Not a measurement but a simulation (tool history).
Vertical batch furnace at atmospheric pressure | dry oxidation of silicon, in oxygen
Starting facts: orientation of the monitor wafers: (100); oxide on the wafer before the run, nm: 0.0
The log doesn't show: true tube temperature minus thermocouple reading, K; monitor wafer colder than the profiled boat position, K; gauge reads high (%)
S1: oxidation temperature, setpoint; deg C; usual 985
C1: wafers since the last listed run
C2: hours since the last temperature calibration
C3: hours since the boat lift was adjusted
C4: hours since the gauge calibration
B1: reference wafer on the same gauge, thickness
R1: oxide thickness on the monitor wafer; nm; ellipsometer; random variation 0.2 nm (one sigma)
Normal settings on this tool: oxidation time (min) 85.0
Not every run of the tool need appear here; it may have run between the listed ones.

run 1 hour=0.0 | S1=976 oxidation_time_(min)=85.0 | C1=0 C2=3063.5 C3=2546.1 C4=957.6 | B1=60.92 | R1=49.74
run 2 hour=67.2 | S1=976 oxidation_time_(min)=85.0 | C1=1062 C2=3130.7 C3=2613.3 C4=1024.8 | B1=60.89 | R1=49.48
run 3 hour=116.9 | S1=976 oxidation_time_(min)=85.0 | C1=785 C2=3180.4 C3=2663.0 C4=1074.5 | B1=60.88 | R1=49.52
run 4 hour=146.9 | S1=985 oxidation_time_(min)=97.5 | C1=474 C2=3210.4 C3=2693.0 C4=1104.5 | B1=60.85 | R1=59.02
run 5 hour=217.7 | S1=985 oxidation_time_(min)=97.5 | C1=1119 C2=3281.2 C3=2763.8 C4=1175.3 | B1=60.91 | R1=58.50
run 6 hour=259.2 | S1=985 oxidation_time_(min)=97.5 | C1=656 C2=3322.7 C3=2805.3 C4=1216.8 | B1=60.86 | R1=59.17
run 7 hour=311.2 | S1=985 oxidation_time_(min)=85.0 | C1=822 C2=3374.7 C3=2857.3 C4=1268.8 | B1=60.89 | R1=53.39
run 8 hour=352.9 | S1=985 oxidation_time_(min)=109.0 | C1=659 C2=3416.4 C3=2899.0 C4=1310.5 | B1=60.90 | R1=63.64
run 9 hour=406.3 | S1=985 oxidation_time_(min)=109.0 | C1=844 C2=3469.8 C3=2952.4 C4=1363.9 | B1=60.87 | R1=63.41
run 10 hour=445.9 | S1=985 oxidation_time_(min)=52.0 | C1=626 C2=3509.4 C3=2992.0 C4=1403.5 | B1=60.91 | R1=38.47
run 11 hour=501.5 | S1=985 oxidation_time_(min)=52.0 | C1=879 C2=3565.0 C3=3047.6 C4=1459.1 | B1=60.87 | R1=38.62
run 12 hour=553.3 | S1=985 oxidation_time_(min)=52.0 | C1=819 C2=3616.8 C3=3099.4 C4=1510.9 | B1=60.86 | R1=38.56
run 13 hour=588.9 | S1=998 oxidation_time_(min)=85.0 | C1=562 C2=3652.4 C3=3135.0 C4=1546.5 | B1=60.87 | R1=60.30
run 14 hour=641.6 | S1=998 oxidation_time_(min)=85.0 | C1=833 C2=3705.1 C3=3187.7 C4=1599.2 | B1=60.85 | R1=61.06
run 15 hour=692.7 | S1=998 oxidation_time_(min)=85.0 | C1=807 C2=3756.2 C3=3238.8 C4=1650.3 | B1=60.96 | R1=60.37
run 16 hour=742.8 | S1=971 oxidation_time_(min)=85.0 | C1=792 C2=3806.3 C3=3288.9 C4=1700.4 | B1=60.92 | R1=47.32
run 17 hour=807.7 | S1=999 oxidation_time_(min)=85.0 | C1=1026 C2=3871.2 C3=3353.8 C4=1765.3 | B1=60.86 | R1=61.13
run 18 hour=840.7 | S1=999 oxidation_time_(min)=85.0 | C1=521 C2=3904.2 C3=3386.8 C4=1798.3 | B1=60.91 | R1=61.01
run 19 hour=883.8 | S1=1002 oxidation_time_(min)=111.5 | C1=681 C2=3947.3 C3=3429.9 C4=1841.4 | B1=60.88 | R1=75.28
-- hour=912.5 gauge calibrated
-- hour=983.2 boat lift adjusted
run 20 hour=1026.3 | S1=985 oxidation_time_(min)=85.0 | C1=1873 C2=4089.8 C3=43.1 C4=113.8 | B1=60.91 | R1=55.05
-- hour=1053.2 thermocouples replaced and temperature profile calibrated
run 21 hour=1093.0 | S1=963 oxidation_time_(min)=122.5 | C1=675 C2=39.8 C3=109.8 C4=180.5 | B1=60.96 | R1=57.68
run 22 hour=1189.9 | S1=985 oxidation_time_(min)=85.0 | C1=1532 C2=136.7 C3=206.7 C4=277.4 | B1=60.92 | R1=53.38
run 23 hour=1238.5 | S1=975 oxidation_time_(min)=85.0 | C1=768 C2=185.3 C3=255.3 C4=326.0 | B1=60.89 | R1=49.31
run 24 hour=1285.7 | S1=999 oxidation_time_(min)=109.0 | C1=746 C2=232.5 C3=302.5 C4=373.2 | B1=60.88 | R1=72.77
run 25 hour=1317.5 | S1=985 oxidation_time_(min)=85.0 | C1=502 C2=264.3 C3=334.3 C4=405.0 | B1=60.86 | R1=53.58
run 26 hour=1379.7 | S1=985 oxidation_time_(min)=85.0 | C1=983 C2=326.5 C3=396.5 C4=467.2 | B1=60.90 | R1=53.50
run 27 hour=1511.1 | S1=1002 oxidation_time_(min)=111.5 | C1=2077 C2=457.9 C3=527.9 C4=598.6 | B1=60.94 | R1=75.43
run 28 hour=1547.1 | S1=985 oxidation_time_(min)=85.0 | C1=569 C2=493.9 C3=563.9 C4=634.6 | B1=60.91 | R1=53.25
run 29 hour=1602.3 | S1=1001 oxidation_time_(min)=104.0 | C1=872 C2=549.1 C3=619.1 C4=689.8 | B1=60.92 | R1=71.62
run 30 hour=1640.0 | S1=985 oxidation_time_(min)=85.0 | C1=596 C2=586.8 C3=656.8 C4=727.5 | B1=60.89 | R1=53.22
run 31 hour=1680.2 | S1=977 oxidation_time_(min)=120.0 | C1=635 C2=627.0 C3=697.0 C4=767.7 | B1=60.92 | R1=63.04
run 32 hour=1736.3 | S1=985 oxidation_time_(min)=74.0 | C1=887 C2=683.1 C3=753.1 C4=823.8 | B1=60.92 | R1=48.59

Forecast run 33:
run 33 hour=1765.1 | S1=977 oxidation_time_(min)=64.5 | C1=455 C2=711.9 C3=781.9 C4=852.6 | B1=? | R1=?

{"run 33": {"B1": 60.91, "R1": 41.53}}
On a tool with no hidden condition, and with the same random variation, this run would have come out at R1 41.38 nm.
